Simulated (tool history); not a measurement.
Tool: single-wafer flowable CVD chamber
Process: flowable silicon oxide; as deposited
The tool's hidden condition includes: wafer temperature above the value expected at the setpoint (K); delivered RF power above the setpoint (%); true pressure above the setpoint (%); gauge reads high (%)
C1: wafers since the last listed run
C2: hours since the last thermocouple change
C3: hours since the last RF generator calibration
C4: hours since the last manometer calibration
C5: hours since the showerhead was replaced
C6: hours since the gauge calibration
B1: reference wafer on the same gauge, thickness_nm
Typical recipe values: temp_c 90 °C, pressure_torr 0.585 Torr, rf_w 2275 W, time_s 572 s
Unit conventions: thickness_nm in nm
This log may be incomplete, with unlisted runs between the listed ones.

Run 1, hour 0: usual settings but temp_c 101 °C; C1 0; C2 1338.8; C3 65.3; C4 67.3; C5 62.3; C6 742.4; B1 384.291. Result: thickness_nm 227.146 nm.
Run 2, hour 34.4: usual settings but temp_c 101 °C; C1 74; C2 1373.2; C3 99.7; C4 101.7; C5 96.7; C6 776.8; B1 385.526. Result: thickness_nm 227.437 nm.
Run 3, hour 68.8: usual settings; C1 74; C2 1407.6; C3 134.1; C4 136.1; C5 131.1; C6 811.2; B1 384.672. Result: thickness_nm 315.384 nm.
Run 4, hour 81: usual settings; C1 26; C2 1419.8; C3 146.3; C4 148.3; C5 143.3; C6 823.4; B1 385.404. Result: thickness_nm 313.166 nm.
Run 5, hour 106.5: usual settings; C1 55; C2 1445.3; C3 171.8; C4 173.8; C5 168.8; C6 848.9; B1 385.712. Result: thickness_nm 311.253 nm.
Run 6, hour 124.1: usual settings but temp_c 102 °C, pressure_torr 0.528 Torr, rf_w 2630 W; C1 38; C2 1462.9; C3 189.4; C4 191.4; C5 186.4; C6 866.5; B1 384.891. Result: thickness_nm 204.644 nm.
Run 7, hour 145.2: usual settings but temp_c 102 °C, rf_w 2045 W; C1 45; C2 1484; C3 210.5; C4 212.5; C5 207.5; C6 887.6; B1 385.776. Result: thickness_nm 216.419 nm.
Run 8, hour 176.4: usual settings but temp_c 78 °C, rf_w 1920 W, time_s 538 s; C1 67; C2 1515.2; C3 241.7; C4 243.7; C5 238.7; C6 918.8; B1 385.002. Result: thickness_nm 391.763 nm.
Run 9, hour 200.4: usual settings but temp_c 101 °C; C1 52; C2 1539.2; C3 265.7; C4 267.7; C5 262.7; C6 942.8; B1 385.493. Result: thickness_nm 227.665 nm.
Run 10, hour 228: usual settings but temp_c 94 °C, rf_w 1975 W, time_s 536 s; C1 60; C2 1566.8; C3 293.3; C4 295.3; C5 290.3; C6 970.4; B1 385.047. Result: thickness_nm 256.057 nm.
Run 11, hour 334.6: usual settings but temp_c 102 °C; C1 232; C2 1673.4; C3 399.9; C4 401.9; C5 396.9; C6 1077; B1 384.253. Result: thickness_nm 220.258 nm.
Run 12, hour 357.2: usual settings but temp_c 85 °C; C1 49; C2 1696; C3 422.5; C4 424.5; C5 419.5; C6 1099.6; B1 384.541. Result: thickness_nm 359.141 nm.
At hour 375.1: gauge calibrated.
Run 13, hour 381.4: usual settings; C1 52; C2 1720.2; C3 446.7; C4 448.7; C5 443.7; C6 6.3; B1 384.962. Result: thickness_nm 315.472 nm.
At hour 420.6: thermocouple changed; heater temperature recalibrated.
Run 14, hour 421.1: usual settings but temp_c 84 °C, pressure_torr 0.691 Torr, rf_w 1975 W, time_s 658 s; C1 69; C2 0.5; C3 486.4; C4 488.4; C5 483.4; C6 46; B1 385.209. Result: thickness_nm 497.246 nm.
Run 15, hour 492: usual settings; C1 154; C2 71.4; C3 557.3; C4 559.3; C5 554.3; C6 116.9; B1 385.77. Result: thickness_nm 321.465 nm.
Run 16, hour 512.6: usual settings; C1 44; C2 92; C3 577.9; C4 579.9; C5 574.9; C6 137.5; B1 385.718. Result: thickness_nm 320.873 nm.
Run 17, hour 530.4: usual settings but temp_c 95 °C; C1 38; C2 109.8; C3 595.7; C4 597.7; C5 592.7; C6 155.3; B1 384.989. Result: thickness_nm 277.786 nm.
Run 18, hour 552.9: usual settings but temp_c 86 °C, pressure_torr 0.713 Torr, rf_w 2680 W, time_s 511 s; C1 49; C2 132.3; C3 618.2; C4 620.2; C5 615.2; C6 177.8; B1 384.916. Result: thickness_nm 395.342 nm.
Run 19, hour 567.9: usual settings but pressure_torr 0.639 Torr, rf_w 1960 W, time_s 636 s; C1 32; C2 147.3; C3 633.2; C4 635.2; C5 630.2; C6 192.8; B1 384.922. Result: thickness_nm 377.953 nm.
Run 20, hour 591.5: usual settings; C1 51; C2 170.9; C3 656.8; C4 658.8; C5 653.8; C6 216.4; B1 384.841. Result: thickness_nm 319.064 nm.
Run 21, hour 609.3: usual settings but pressure_torr 0.546 Torr, time_s 649 s; C1 38; C2 188.7; C3 674.6; C4 676.6; C5 671.6; C6 234.2; B1 384.986. Result: thickness_nm 342.037 nm.
Run 22, hour 629.6: usual settings but temp_c 81 °C, pressure_torr 0.54 Torr, rf_w 2565 W, time_s 672 s; C1 44; C2 209; C3 694.9; C4 696.9; C5 691.9; C6 254.5; B1 385.196. Result: thickness_nm 446.41 nm.
Run 23, hour 647.1: usual settings; C1 38; C2 226.5; C3 712.4; C4 714.4; C5 709.4; C6 272; B1 385.563. Result: thickness_nm 317.436 nm.

Forecast run 24:
Run 24, hour 665.5: usual settings but time_s 630 s; C1 40; C2 244.9; C3 730.8; C4 732.8; C5 727.8; C6 290.4; B1 ?. Result: thickness_nm ?.

{"run 24": {"B1": 385.05, "thickness_nm": 352.486}}
On a tool with no hidden condition, and with the same random variation, this run would have come out at thickness_nm 361.14 nm.
